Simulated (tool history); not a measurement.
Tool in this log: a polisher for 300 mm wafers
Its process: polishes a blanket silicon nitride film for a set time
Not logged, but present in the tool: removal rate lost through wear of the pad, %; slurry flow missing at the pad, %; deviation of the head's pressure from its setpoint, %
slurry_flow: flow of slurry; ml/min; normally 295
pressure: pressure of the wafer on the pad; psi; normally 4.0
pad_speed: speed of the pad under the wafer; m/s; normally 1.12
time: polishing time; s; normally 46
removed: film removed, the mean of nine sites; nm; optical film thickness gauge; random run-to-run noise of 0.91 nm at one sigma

run,hour,slurry_flow,pressure,pad_speed,time,wafers since the last listed run,wafers polished on this pad,hours since the slurry nozzle was cleaned,hours since the head pressure was calibrated,"incoming thickness of the incoming film, nm",removed
1,0.0,295,3.5,1.12,46,0,2410,763.9,58.1,882.0,74.5
# hour 16.8: slurry nozzle cleaned
2,57.7,295,3.5,1.12,46,676,3086,40.9,115.8,868.7,77.8
3,130.5,295,4.0,1.12,46,868,3955,113.7,188.6,861.9,87.8
# hour 223.3: worn pad replaced by a new one
4,223.8,255,4.0,1.04,46,1065,6,207.0,281.9,864.9,82.4
5,282.6,255,4.0,1.04,46,701,707,265.8,340.7,887.7,81.3
6,578.2,295,4.0,1.12,46,3525,4233,561.4,636.3,869.3,91.8
# hour 629.0: head pressure recalibrated
7,639.0,295,4.0,1.12,46,701,4934,622.2,10.0,883.2,96.2
# hour 704.0: worn pad replaced by a new one
8,704.5,295,4.0,1.12,46,733,5,687.7,75.5,888.8,96.8
9,750.3,295,4.0,1.12,46,546,552,733.5,121.3,881.3,96.7
# hour 762.7: slurry nozzle cleaned
10,805.9,295,4.0,1.12,46,651,1203,43.2,176.9,879.3,97.9
11,863.3,295,4.0,1.12,46,684,1887,100.6,234.3,887.0,97.6
12,949.7,295,4.0,1.12,46,1030,2918,187.0,320.7,883.7,98.0
13,1040.0,295,4.0,1.12,46,1077,3995,277.3,411.0,873.2,98.4
14,1094.2,295,4.0,1.32,46,646,4641,331.5,465.2,876.6,113.1
# hour 1134.4: head pressure recalibrated, repeated, since the last time left the tool worse
# hour 1178.9: worn pad replaced by a new one
15,1196.8,375,5.0,0.88,46,1152,213,434.1,62.4,884.2,90.6
16,1285.2,295,4.0,1.12,46,1054,1267,522.5,150.8,864.6,86.7
17,1338.8,295,4.0,1.12,46,639,1907,576.1,204.4,883.9,90.0
18,1401.8,340,4.0,1.12,52,751,2658,639.1,267.4,887.2,103.1
# hour 1413.8: slurry nozzle cleaned
19,1442.8,250,3.0,0.96,59,477,3135,29.0,308.4,885.2,77.2
20,1517.3,295,4.0,1.12,46,888,4024,103.5,382.9,885.1,88.6
21,1611.2,230,4.5,0.78,61,1119,5144,197.4,476.8,871.9,98.7
# hour 1682.4: worn pad replaced by a new one
22,1707.7,390,2.9,0.74,55,1103,301,293.9,573.3,887.8,59.5
23,1759.5,295,4.0,1.12,46,617,919,345.7,625.1,884.3,91.2
# hour 1961.8: head pressure recalibrated
24,1970.0,295,4.0,1.30,53,2486,3406,556.2,8.2,876.9,110.7
25,2062.6,350,2.7,1.30,54,1104,4510,648.8,100.8,892.4,82.5
# hour 2081.6: worn pad replaced by a new one
26,2120.4,240,5.1,1.12,46,641,462,706.6,158.6,891.8,109.0
27,2158.2,200,2.9,1.12,46,450,913,744.4,196.4,881.4,63.7
# hour 2160.9: slurry nozzle cleaned
28,2241.0,390,4.4,1.00,46,975,1888,80.1,279.2,890.5,90.2

Consider 5 possible next runs. They are alternatives, not a sequence: every one starts from the tool as it was left by run 28. What does each give?
A,2241.4,295,4.0,1.12,46,4,1893,80.5,279.6,883.7,?
B,2241.4,385,4.0,1.22,46,4,1893,80.5,279.6,883.7,?
C,2241.4,295,4.0,1.12,34,4,1893,80.5,279.6,883.7,?
D,2241.4,295,4.0,0.98,46,4,1893,80.5,279.6,883.7,?
E,2241.4,295,3.3,0.78,60,4,1893,80.5,279.6,883.7,?

run,removed
A,90.1
B,97.8
C,66.6
D,81.0
E,73.7
Without the tool's hidden state the same runs would have given:
run,removed
A,88.1
B,95.7
C,65.1
D,79.2
E,72.1

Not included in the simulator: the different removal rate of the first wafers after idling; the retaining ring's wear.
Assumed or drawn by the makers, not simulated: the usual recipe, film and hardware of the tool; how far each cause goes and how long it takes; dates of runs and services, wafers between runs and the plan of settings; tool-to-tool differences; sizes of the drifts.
